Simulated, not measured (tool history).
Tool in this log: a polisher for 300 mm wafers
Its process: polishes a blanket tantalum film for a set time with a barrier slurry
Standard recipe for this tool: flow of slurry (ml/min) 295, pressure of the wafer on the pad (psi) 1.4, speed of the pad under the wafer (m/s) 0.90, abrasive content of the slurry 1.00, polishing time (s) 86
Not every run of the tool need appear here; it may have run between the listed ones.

run	hour	flow of slurry (ml/min)	pressure of the wafer on the pad (psi)	speed of the pad under the wafer (m/s)	abrasive content of the slurry	polishing time (s)	incoming thickness of the incoming film, nm	film removed (nm)
1	0.0	225	1.4	0.90	1.00	86	465.9	74.7
# hour 10.0: slurry nozzle cleaned
2	27.2	225	1.4	0.90	1.00	86	467.9	73.3
3	41.7	225	1.4	0.90	1.00	86	462.3	72.1
# hour 47.3: worn pad replaced by a new one
4	70.4	295	1.4	0.90	1.00	86	464.1	82.2
5	87.6	295	1.4	0.90	1.00	86	450.6	83.5
6	112.2	295	1.4	0.90	1.00	86	467.2	81.4
7	144.9	295	1.4	0.90	1.00	86	463.5	77.9
# hour 174.8: head pressure recalibrated
8	184.0	295	1.4	0.90	1.00	86	466.3	75.8
9	196.4	295	1.4	0.90	1.00	86	455.1	75.5
# hour 207.3: worn pad replaced by a new one
10	209.1	295	1.4	0.90	1.00	86	466.9	84.1
# hour 215.3: slurry nozzle cleaned
11	240.2	365	1.4	0.90	1.00	107	463.6	104.5
# hour 252.0: slurry blender recalibrated
12	252.4	295	1.8	0.90	0.75	86	452.6	96.2
13	273.3	295	1.4	0.90	1.00	86	459.4	78.9
14	296.1	295	1.1	1.08	1.25	86	461.3	74.4
15	311.5	265	1.0	0.66	1.20	86	458.4	45.7
16	336.1	295	1.4	0.90	1.00	86	455.7	76.8
# hour 343.2: worn pad replaced by a new one
17	362.7	295	1.4	0.90	0.70	86	465.7	73.9
18	377.9	295	1.4	1.04	0.90	86	457.1	91.2

A few steps of film removed (nm) between consecutive runs. Split each: what settings, incoming material and random variation would produce without the hidden state, and what is left over for the hidden state, along with gauge scatter present in only one of the two compared results (measured, and without hidden state):
Hidden state at play: removal rate lost through wear of the pad, %; slurry flow missing at the pad, %; deviation of the head's pressure from its setpoint, %; abrasive missing from the slurry, %.
Run 3 -> 4: flow of slurry (ml/min) 225 -> 295, worn pad replaced by a new one. film removed (nm) +10.1: hidden state +8.8, all else +1.3.
Run 15 -> 16: flow of slurry (ml/min) 265 -> 295, pressure of the wafer on the pad (psi) 1.0 -> 1.4, speed of the pad under the wafer (m/s) 0.66 -> 0.90, abrasive content of the slurry 1.20 -> 1.00. film removed (nm) +31.1: hidden state -4.9, all else +36.0.

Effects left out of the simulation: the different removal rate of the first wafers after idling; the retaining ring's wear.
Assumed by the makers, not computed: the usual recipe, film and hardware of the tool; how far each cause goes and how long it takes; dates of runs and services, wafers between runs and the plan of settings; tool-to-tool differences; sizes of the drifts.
